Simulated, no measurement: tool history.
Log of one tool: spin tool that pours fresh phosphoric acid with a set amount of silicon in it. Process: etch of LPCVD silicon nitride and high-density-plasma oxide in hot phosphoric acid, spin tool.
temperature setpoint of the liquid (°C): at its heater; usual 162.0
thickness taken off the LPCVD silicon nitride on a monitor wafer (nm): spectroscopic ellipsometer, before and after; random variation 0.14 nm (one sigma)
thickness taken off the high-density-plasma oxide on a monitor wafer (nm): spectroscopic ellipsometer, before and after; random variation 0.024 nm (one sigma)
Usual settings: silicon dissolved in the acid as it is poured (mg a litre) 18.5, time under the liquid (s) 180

run   hour  temperature setpoint of the liquid (°C)  silicon dissolved in the acid as it is poured (mg a litre)  time under the liquid (s)  read-back film thickness of the LPCVD silicon nitride reference wafer, read on the same gauge (nm)  read-back film thickness of the high-density-plasma oxide reference wafer, read on the same gauge (nm)  thickness taken off the LPCVD silicon nitride on a monitor wafer (nm)  thickness taken off the high-density-plasma oxide on a monitor wafer (nm)
  1    0.0                                    162.0                                                        18.5                        180                                                                                              129.99                                                                                                  30.015                                                                  16.34                                                                      0.548
  2   43.6                                    162.0                                                        24.5                        180                                                                                              130.03                                                                                                  30.001                                                                  16.49                                                                      0.443
  3   92.0                                    162.0                                                        24.5                        180                                                                                              130.04                                                                                                  29.993                                                                  16.35                                                                      0.411
      95.5  -- thermometer replaced
  4  124.6                                    162.0                                                         4.0                        180                                                                                              130.02                                                                                                  30.004                                                                  17.06                                                                      0.871
  5  174.8                                    162.0                                                        18.5                        180                                                                                              130.00                                                                                                  29.994                                                                  17.10                                                                      0.576
  6  228.4                                    162.0                                                        25.0                        180                                                                                              130.02                                                                                                  30.009                                                                  16.94                                                                      0.463
  7  272.7                                    162.0                                                        18.5                        180                                                                                              130.02                                                                                                  30.011                                                                  16.87                                                                      0.573
     353.2  -- dissolved silicon flow meter replaced
  8  394.4                                    163.5                                                         4.0                        180                                                                                              129.98                                                                                                  30.000                                                                  17.60                                                                      0.881
  9  448.7                                    162.0                                                        18.5                        180                                                                                              130.03                                                                                                  29.977                                                                  16.73                                                                      0.547
 10  506.5                                    161.0                                                        26.5                        140                                                                                              129.99                                                                                                  30.002                                                                  12.52                                                                      0.321
 11  547.9                                    159.5                                                        10.0                        180                                                                                              130.01                                                                                                  29.963                                                                  15.41                                                                      0.506
 12  588.3                                    162.0                                                        18.5                        240                                                                                              130.00                                                                                                  29.982                                                                  22.03                                                                      0.701

Forecast run 13:
 13  649.6                                    162.0                                                        18.5                         70                                                                                                   ?                                                                                                       ?                                                                      ?                                                                          ?

{"run 13": {"read-back film thickness of the LPCVD silicon nitride reference wafer, read on the same gauge (nm)": 130.0, "read-back film thickness of the high-density-plasma oxide reference wafer, read on the same gauge (nm)": 29.986, "thickness taken off the LPCVD silicon nitride on a monitor wafer (nm)": 6.52, "thickness taken off the high-density-plasma oxide on a monitor wafer (nm)": 0.19}}
Without the tool's hidden state the same run would have given thickness taken off the LPCVD silicon nitride on a monitor wafer (nm) 6.75, thickness taken off the high-density-plasma oxide on a monitor wafer (nm) 0.206.
